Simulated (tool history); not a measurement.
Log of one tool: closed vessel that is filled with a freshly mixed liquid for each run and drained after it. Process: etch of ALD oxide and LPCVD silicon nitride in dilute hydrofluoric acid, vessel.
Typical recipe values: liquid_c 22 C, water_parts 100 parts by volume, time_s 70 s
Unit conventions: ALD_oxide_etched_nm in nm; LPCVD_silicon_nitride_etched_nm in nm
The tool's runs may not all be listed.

run,day,liquid_c,water_parts,time_s,wafers since the last listed run,hours since the thermometer was replaced,hours since the hydrofluoric acid flow meter was replaced,hours since the gauge calibration,"read-back film thickness of the ALD oxide reference wafer, read on the same gauge (nm)","read-back film thickness of the LPCVD silicon nitride reference wafer, read on the same gauge (nm)",ALD_oxide_etched_nm,LPCVD_silicon_nitride_etched_nm
1,0,18,120,70,0,1764.1,402.6,1361.6,69.98,80.035,11.54,0.149
# day 1.733: gauge calibrated
2,2.958,18,120,70,4920,1835.1,473.6,29.4,69.98,80.008,11.53,0.154
3,5.1,23.5,100,70,3562,1886.5,525,80.8,69.97,80.017,17.72,0.249
4,6.875,23.5,100,70,2952,1929.1,567.6,123.4,70.04,79.999,17.7,0.255
5,8.354,23.5,100,70,2460,1964.6,603.1,158.9,70,79.991,17.7,0.285
6,16.062,22,100,70,12822,2149.6,788.1,343.9,70.03,79.999,16.59,0.227
7,18.612,22,100,70,4241,2210.8,849.3,405.1,70,80.02,16.54,0.242
8,21.704,22,100,70,5142,2285,923.5,479.3,70,79.983,16.43,0.276
# day 21.775: thermometer replaced
9,24.588,22,100,100,4726,67.5,992.7,548.5,69.99,79.999,23.49,0.292
10,27.571,22,100,70,4962,139.1,1064.3,620.1,69.97,80.016,16.31,0.239
# day 34.983: hydrofluoric acid flow meter replaced
11,36.1,24.5,70,95,14118,343.8,26.8,824.8,69.99,80.012,37.66,0.588
12,37.762,27,75,45,2765,383.7,66.7,864.7,70.01,80.021,18.25,0.249
13,40.029,22,55,40,3770,438.1,121.1,919.1,69.99,79.983,18.58,0.28
14,41.467,25,100,70,2391,472.6,155.6,953.6,70,80.015,19.09,0.346
15,46.05,20.5,120,105,7624,582.6,265.6,1063.6,69.99,80.017,19.28,0.271
# day 46.942: gauge calibrated
16,47.508,22,65,100,2425,617.6,300.6,13.6,70.02,79.996,38.72,0.529
17,50.467,26,100,55,4920,688.6,371.6,84.6,69.96,80.012,15.48,0.209
18,52.462,17.5,120,40,3319,736.5,419.5,132.5,70.03,79.993,6.51,0.085
19,54.696,18.5,80,70,3714,790.1,473.1,186.1,69.96,80.004,18.53,0.235
20,57.329,22,100,85,4380,853.3,536.3,249.3,69.98,80.021,20.35,0.32
21,59.308,20.5,55,90,3292,900.8,583.8,296.8,69.99,79.965,38.46,0.528
22,61.142,26,100,100,3049,944.8,627.8,340.8,70.04,79.979,27.84,0.435
23,62.896,22,125,55,2917,986.9,669.9,382.9,70.02,80.004,10.15,0.155
24,65.425,18,120,70,4207,1047.6,730.6,443.6,70.03,80.02,11.44,0.15
25,68.046,22,130,70,4359,1110.5,793.5,506.5,69.99,79.996,12.26,0.18
26,69.479,22,100,70,2384,1144.9,827.9,540.9,70.04,79.995,16.57,0.258

What would each run have given without the hidden state, its run-to-run variation left as it was?
Hidden state present: liquid colder than its thermometer reads (K); hydrofluoric acid flow below the setpoint (%); gauge reads high (%).
run,ALD_oxide_etched_nm
1,11.69
2,11.71
3,18.03
4,18.03
5,18.05
6,17.01
7,17
8,16.92
9,24.25
10,16.88
11,37.72
12,18.3
13,18.66
14,19.19
15,19.46
16,39.09
17,15.67
18,6.6
19,18.8
20,20.7
21,39.16
22,28.41
23,10.37
24,11.72
25,12.58
26,17.01
LPCVD_silicon_nitride_etched_nm: within 0.009 nm of the measured result in every run.
